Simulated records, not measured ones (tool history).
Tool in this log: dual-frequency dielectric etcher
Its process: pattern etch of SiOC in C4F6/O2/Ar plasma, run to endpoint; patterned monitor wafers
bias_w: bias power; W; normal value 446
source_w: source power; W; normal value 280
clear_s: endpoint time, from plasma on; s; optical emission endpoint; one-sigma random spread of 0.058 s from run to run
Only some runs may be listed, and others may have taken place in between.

run	hour	bias_w	source_w	wafers since the last listed run	hours since the last wet clean	hours since the last bias power generator calibration	hours since the last source power generator calibration	hours since the last upper electrode change	incoming incoming film thickness, nm	clear_s
1	0.0	446	230	0	125.2	3046.9	2672.5	3914.3	40.98	16.9
2	27.3	446	230	363	152.5	3074.2	2699.8	3941.6	41.18	17.0
3	67.2	446	250	530	192.4	3114.1	2739.7	3981.5	41.06	16.6
4	102.0	446	250	462	227.2	3148.9	2774.5	4016.3	41.06	16.5
5	154.7	446	250	700	279.9	3201.6	2827.2	4069.0	41.09	16.6
6	217.2	446	280	831	342.4	3264.1	2889.7	4131.5	41.17	15.8
7	248.0	446	280	409	373.2	3294.9	2920.5	4162.3	41.06	15.9
8	293.8	446	280	609	419.0	3340.7	2966.3	4208.1	40.83	15.8
9	359.4	446	280	872	484.6	3406.3	3031.9	4273.7	40.76	15.9
10	404.8	446	280	603	530.0	3451.7	3077.3	4319.1	40.55	15.7
# hour 441.7: wet clean of the chamber
# hour 447.9: upper electrode replaced
11	460.9	446	280	343	19.2	3507.8	3133.4	13.0	40.77	15.4
12	537.2	446	280	1014	95.5	3584.1	3209.7	89.3	40.89	15.4
13	593.2	446	280	744	151.5	3640.1	3265.7	145.3	40.41	15.4
14	650.5	503	280	762	208.8	3697.4	3323.0	202.6	41.11	15.2
15	717.2	446	280	887	275.5	3764.1	3389.7	269.3	41.12	15.8
# hour 792.9: source power generator calibrated
16	827.1	364	300	1408	385.4	3874.0	34.2	379.2	41.02	16.4
17	892.6	540	220	871	450.9	3939.5	99.7	444.7	40.63	16.5
18	929.4	446	230	489	487.7	3976.3	136.5	481.5	40.92	17.4
# hour 961.5: wet clean of the chamber
19	999.3	365	320	610	37.8	4046.2	206.4	551.4	40.72	15.4
# hour 1078.6: bias power generator calibrated
20	1110.7	487	310	1428	149.2	32.1	317.8	662.8	40.85	14.5
21	1157.3	500	210	619	195.8	78.7	364.4	709.4	41.19	17.3
22	1195.4	446	280	506	233.9	116.8	402.5	747.5	40.50	15.5
23	1259.3	488	330	849	297.8	180.7	466.4	811.4	41.09	14.4
24	1288.5	393	320	388	327.0	209.9	495.6	840.6	41.03	15.5
25	1321.7	414	340	441	360.2	243.1	528.8	873.8	41.30	15.1
26	1391.3	446	280	925	429.8	312.7	598.4	943.4	40.87	15.8

5 ways to go on from here, each from the tool as it stands after run 26. What would each give?
A	1391.7	446	280	5	430.2	313.1	598.8	943.8	41.24	?
B	1391.7	557	320	5	430.2	313.1	598.8	943.8	41.24	?
C	1391.7	545	220	5	430.2	313.1	598.8	943.8	41.24	?
D	1391.7	492	330	5	430.2	313.1	598.8	943.8	41.24	?
E	1391.7	394	210	5	430.2	313.1	598.8	943.8	41.24	?

run	clear_s
A	16.0
B	14.1
C	16.7
D	14.4
E	18.8
The same runs, with their run-to-run variation unchanged, on a tool lacking any hidden condition would have given:
run	clear_s
A	15.5
B	13.7
C	16.2
D	14.0
E	18.3
